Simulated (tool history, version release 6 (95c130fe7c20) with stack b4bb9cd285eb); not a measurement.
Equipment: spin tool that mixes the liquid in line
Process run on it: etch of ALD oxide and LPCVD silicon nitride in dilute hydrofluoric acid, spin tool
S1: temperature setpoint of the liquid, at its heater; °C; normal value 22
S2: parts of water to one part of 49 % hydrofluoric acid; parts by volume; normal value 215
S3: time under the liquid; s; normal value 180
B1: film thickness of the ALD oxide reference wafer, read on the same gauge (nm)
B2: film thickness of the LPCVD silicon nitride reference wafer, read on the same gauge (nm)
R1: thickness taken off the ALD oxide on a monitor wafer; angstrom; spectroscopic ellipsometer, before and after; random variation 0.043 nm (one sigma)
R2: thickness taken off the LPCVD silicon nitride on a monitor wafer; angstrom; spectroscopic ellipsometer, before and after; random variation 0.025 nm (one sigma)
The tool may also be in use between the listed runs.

{"run": 1, "hour": 0.0, "S1": 25, "S2": 215, "S3": 180, "B1": 40.01, "B2": 109.987, "R1": 65.6, "R2": 3.18}
{"run": 2, "hour": 31.9, "S1": 22, "S2": 215, "S3": 180, "B1": 39.99, "B2": 109.976, "R1": 59.1, "R2": 3.25}
{"run": 3, "hour": 59.6, "S1": 22, "S2": 215, "S3": 180, "B1": 40.03, "B2": 110.006, "R1": 58.4, "R2": 2.91}
{"run": 4, "hour": 72.9, "S1": 20, "S2": 170, "S3": 180, "B1": 39.99, "B2": 110.018, "R1": 71.9, "R2": 2.97}
{"run": 5, "hour": 87.1, "S1": 22, "S2": 165, "S3": 180, "B1": 39.99, "B2": 109.985, "R1": 81.2, "R2": 3.88}
{"run": 6, "hour": 110.2, "S1": 24.5, "S2": 215, "S3": 245, "B1": 40.01, "B2": 110.021, "R1": 88.5, "R2": 5.25}
{"run": 7, "hour": 129.2, "S1": 24, "S2": 265, "S3": 180, "B1": 40.01, "B2": 109.995, "R1": 48.2, "R2": 2.68}
{"run": 8, "hour": 158.4, "S1": 20.5, "S2": 215, "S3": 180, "B1": 40, "B2": 109.992, "R1": 54.8, "R2": 2.67}
{"run": 9, "hour": 180.5, "S1": 19.5, "S2": 285, "S3": 180, "B1": 40.01, "B2": 109.98, "R1": 37.5, "R2": 1.74}
{"run": 10, "hour": 200.0, "S1": 23.5, "S2": 265, "S3": 260, "B1": 39.98, "B2": 109.972, "R1": 68.1, "R2": 3.8}
{"run": 11, "hour": 216.1, "S1": 22, "S2": 215, "S3": 180, "B1": 39.99, "B2": 110.007, "R1": 57.7, "R2": 2.56}
{"run": 12, "hour": 243.4, "S1": 22, "S2": 285, "S3": 220, "B1": 39.99, "B2": 110.023, "R1": 49.7, "R2": 2.92}
{"run": 13, "hour": 261.4, "S1": 20.5, "S2": 145, "S3": 75, "B1": 40, "B2": 110.001, "R1": 36.7, "R2": 1.7}
{"hour": 264.0, "done": "hydrofluoric acid flow meter replaced"}
{"run": 14, "hour": 283.8, "S1": 22, "S2": 260, "S3": 120, "B1": 39.98, "B2": 110.019, "R1": 34.8, "R2": 1.98}
{"run": 15, "hour": 306.6, "S1": 24, "S2": 215, "S3": 215, "B1": 40.01, "B2": 110.016, "R1": 84.9, "R2": 4.57}
{"run": 16, "hour": 335.0, "S1": 22, "S2": 215, "S3": 180, "B1": 40.02, "B2": 109.989, "R1": 66.5, "R2": 3.21}
{"hour": 346.4, "done": "thermometer replaced"}
{"run": 17, "hour": 354.7, "S1": 23.5, "S2": 160, "S3": 180, "B1": 40.01, "B2": 109.991, "R1": 99.6, "R2": 4.86}
{"run": 18, "hour": 381.6, "S1": 22, "S2": 215, "S3": 180, "B1": 39.99, "B2": 110.023, "R1": 65.3, "R2": 3.24}
{"run": 19, "hour": 405.2, "S1": 20.5, "S2": 250, "S3": 180, "B1": 39.99, "B2": 109.971, "R1": 51.5, "R2": 2.55}
{"run": 20, "hour": 424.9, "S1": 22, "S2": 215, "S3": 225, "B1": 40.01, "B2": 109.995, "R1": 82.7, "R2": 4}
{"run": 21, "hour": 460.9, "S1": 25.5, "S2": 215, "S3": 105, "B1": 40, "B2": 110.003, "R1": 43.6, "R2": 2.41}
{"run": 22, "hour": 487.7, "S1": 22, "S2": 215, "S3": 180, "B1": 39.99, "B2": 110.019, "R1": 65.6, "R2": 2.85}
{"run": 23, "hour": 506.4, "S1": 22, "S2": 215, "S3": 180, "B1": 40.02, "B2": 110.009, "R1": 65.5, "R2": 2.88}
{"run": 24, "hour": 534.8, "S1": 20.5, "S2": 110, "S3": 285, "B1": 39.99, "B2": 109.994, "R1": 212.4, "R2": 8.6}
{"run": 25, "hour": 567.5, "S1": 22, "S2": 215, "S3": 180, "B1": 40.03, "B2": 110, "R1": 65.2, "R2": 3.53}

Below are 5 alternative next runs, each starting from the tool's condition after run 25. Predict each:
{"run": "A", "hour": 568.0, "S1": 22, "S2": 145, "S3": 180, "B1": "?", "B2": "?", "R1": "?", "R2": "?"}
{"run": "B", "hour": 568.0, "S1": 25.5, "S2": 320, "S3": 180, "B1": "?", "B2": "?", "R1": "?", "R2": "?"}
{"run": "C", "hour": 568.0, "S1": 23.5, "S2": 165, "S3": 135, "B1": "?", "B2": "?", "R1": "?", "R2": "?"}
{"run": "D", "hour": 568.0, "S1": 22, "S2": 310, "S3": 125, "B1": "?", "B2": "?", "R1": "?", "R2": "?"}
{"run": "E", "hour": 568.0, "S1": 20, "S2": 185, "S3": 180, "B1": "?", "B2": "?", "R1": "?", "R2": "?"}

run=A B1=40.02 B2=109.969 R1=104.2 R2=4.17
run=B B1=40.02 B2=109.969 R1=44.5 R2=2.37
run=C B1=40.02 B2=109.969 R1=71.1 R2=3.04
run=D B1=40.02 B2=109.969 R1=28.6 R2=1.38
run=E B1=40.02 B2=109.969 R1=72.4 R2=2.88
Had the tool no hidden state, the same runs would have come out as:
run=A R1=107.3 R2=4.28
run=B R1=46.1 R2=2.44
run=C R1=73.3 R2=3.11
run=D R1=29.5 R2=1.41
run=E R1=74.6 R2=2.95
